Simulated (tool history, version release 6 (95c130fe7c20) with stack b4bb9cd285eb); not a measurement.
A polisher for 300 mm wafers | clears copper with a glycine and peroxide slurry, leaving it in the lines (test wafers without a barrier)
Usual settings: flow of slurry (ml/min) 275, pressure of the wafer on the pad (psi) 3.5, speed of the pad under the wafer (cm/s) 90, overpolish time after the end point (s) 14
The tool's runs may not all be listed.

| run | hour | flow of slurry (ml/min) | pressure of the wafer on the pad (psi) | speed of the pad under the wafer (cm/s) | overpolish time after the end point (s) | incoming thickness of the incoming film, nm | time until the end point was called (s) | dishing of a wide line in a test structure (nm) |
|---|---|---|---|---|---|---|---|---|
| 1 | 0.0 | 275 | 3.1 | 90 | 14 | 604.7 | 111.8 | 51.6 |
|  | 34.0 | worn pad replaced by a new one |
| 2 | 69.7 | 275 | 3.5 | 90 | 14 | 596.5 | 101.3 | 57.5 |
| 3 | 171.3 | 275 | 3.0 | 90 | 14 | 600.8 | 114.6 | 49.0 |
| 4 | 220.1 | 305 | 3.5 | 90 | 17 | 614.8 | 104.1 | 65.5 |
|  | 224.5 | slurry nozzle cleaned |
|  | 236.0 | worn pad replaced by a new one |
| 5 | 245.8 | 305 | 3.5 | 90 | 17 | 604.9 | 101.2 | 66.5 |
| 6 | 281.1 | 305 | 3.5 | 90 | 17 | 610.9 | 101.2 | 65.1 |
| 7 | 326.2 | 275 | 3.2 | 90 | 14 | 591.1 | 107.4 | 54.3 |
|  | 337.2 | head pressure recalibrated |
| 8 | 394.1 | 275 | 3.5 | 90 | 14 | 595.4 | 101.2 | 57.9 |
|  | 416.9 | worn pad replaced by a new one |
| 9 | 444.4 | 275 | 3.5 | 90 | 14 | 607.3 | 102.3 | 56.3 |
| 10 | 507.5 | 275 | 3.5 | 90 | 14 | 610.4 | 103.7 | 56.6 |
| 11 | 568.0 | 275 | 3.5 | 90 | 14 | 601.0 | 101.5 | 56.1 |
| 12 | 600.4 | 185 | 3.5 | 58 | 14 | 601.7 | 151.0 | 40.3 |
|  | 606.0 | worn pad replaced by a new one |
| 13 | 635.9 | 275 | 3.5 | 90 | 14 | 610.3 | 104.1 | 55.3 |
| 14 | 666.0 | 360 | 2.9 | 78 | 17 | 601.9 | 130.5 | 54.0 |
| 15 | 720.1 | 275 | 3.5 | 90 | 14 | 602.3 | 101.2 | 55.3 |
| 16 | 746.7 | 250 | 3.0 | 90 | 14 | 600.7 | 114.3 | 50.5 |
| 17 | 777.7 | 220 | 4.3 | 90 | 14 | 616.9 | 89.4 | 64.1 |
|  | 780.7 | slurry nozzle cleaned |
| 18 | 804.8 | 275 | 3.5 | 90 | 14 | 608.0 | 102.5 | 56.9 |
|  | 812.8 | worn pad replaced by a new one |
| 19 | 852.1 | 275 | 3.5 | 68 | 14 | 595.7 | 126.5 | 48.5 |
| 20 | 894.8 | 230 | 2.9 | 90 | 19 | 602.8 | 118.7 | 64.3 |
| 21 | 961.6 | 275 | 3.5 | 90 | 14 | 598.5 | 101.7 | 55.7 |
|  | 1028.8 | worn pad replaced by a new one |
| 22 | 1029.9 | 275 | 2.6 | 70 | 21 | 595.7 | 154.9 | 53.8 |

3 ways to go on from here, each from the tool as it stands after run 22. What would each give?
| A | 1030.4 | 240 | 3.5 | 90 | 14 | 604.2 | ? | ? |
| B | 1030.4 | 275 | 2.5 | 90 | 14 | 604.2 | ? | ? |
| C | 1030.4 | 185 | 3.5 | 90 | 21 | 604.2 | ? | ? |

| run | time until the end point was called (s) | dishing of a wide line in a test structure (nm) |
|---|---|---|
| A | 103.1 | 58.1 |
| B | 131.5 | 47.1 |
| C | 105.2 | 78.8 |
Without the tool's hidden state the same runs would have given:
| run | time until the end point was called (s) | dishing of a wide line in a test structure (nm) |
|---|---|---|
| A | 103.1 | 58.1 |
| B | 131.5 | 47.1 |
| C | 105.2 | 78.8 |
